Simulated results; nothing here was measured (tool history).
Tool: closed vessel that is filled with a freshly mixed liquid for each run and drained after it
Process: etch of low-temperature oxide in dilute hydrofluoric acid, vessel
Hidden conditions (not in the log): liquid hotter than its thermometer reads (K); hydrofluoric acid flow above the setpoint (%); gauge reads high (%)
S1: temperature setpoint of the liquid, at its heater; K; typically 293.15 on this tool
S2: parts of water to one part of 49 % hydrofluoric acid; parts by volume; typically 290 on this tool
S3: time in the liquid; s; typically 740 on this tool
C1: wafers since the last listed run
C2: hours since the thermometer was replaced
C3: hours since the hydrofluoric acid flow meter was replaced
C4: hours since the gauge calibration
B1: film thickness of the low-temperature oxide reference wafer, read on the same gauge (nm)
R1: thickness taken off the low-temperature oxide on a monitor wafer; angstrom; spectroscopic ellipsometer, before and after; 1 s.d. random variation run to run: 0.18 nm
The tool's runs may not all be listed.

run,hour,S1,S2,S3,C1,C2,C3,C4,B1,R1
1,0,292.15,365,740,0,908.6,485,232.6,150.02,334.3
2,21.8,292.15,365,740,1787,930.4,506.8,254.4,150.03,336.9
3,56.3,292.15,365,740,2829,964.9,541.3,288.9,150.02,336.8
4,90,293.15,290,740,2764,998.6,575,322.6,149.99,471
5,118.4,296.65,290,740,2329,1027,603.4,351,150.02,532.6
# hour 135.9: hydrofluoric acid flow meter replaced
6,144.8,296.65,290,740,2083,1053.4,8.9,377.4,150,533.4
7,163.5,293.15,290,740,1533,1072.1,27.6,396.1,149.98,473.1
8,185.7,298.15,205,340,1820,1094.3,49.8,418.3,150.01,399.2
# hour 192.6: gauge calibrated
9,221.6,294.65,435,630,2944,1130.2,85.7,29,150.01,247.8
10,241.3,290.15,220,880,1615,1149.9,105.4,48.7,150.01,706.4
11,268.1,293.15,290,740,2198,1176.7,132.2,75.5,149.99,476.9
# hour 269.5: thermometer replaced
12,291.1,296.65,290,740,1804,21.6,155.2,98.5,150.02,505.6
13,312.8,293.15,290,565,1779,43.3,176.9,120.2,150.01,341.7
14,346.8,293.15,220,525,2788,77.3,210.9,154.2,150,446.7
15,373.7,293.15,355,510,2206,104.2,237.8,181.1,149.95,239.5

Alternative continuations, all from the tool just after run 15; predict every row:
A,374.6,293.15,290,740,73,105.1,238.7,182,?,?
B,374.6,294.65,250,1130,73,105.1,238.7,182,?,?
C,374.6,290.15,375,1000,73,105.1,238.7,182,?,?

run,B1,R1
A,149.98,448.5
B,149.98,871.4
C,149.98,390.9
Had the tool no hidden state, the same runs would have come out as:
run,R1
A,439.9
B,854.6
C,383.4
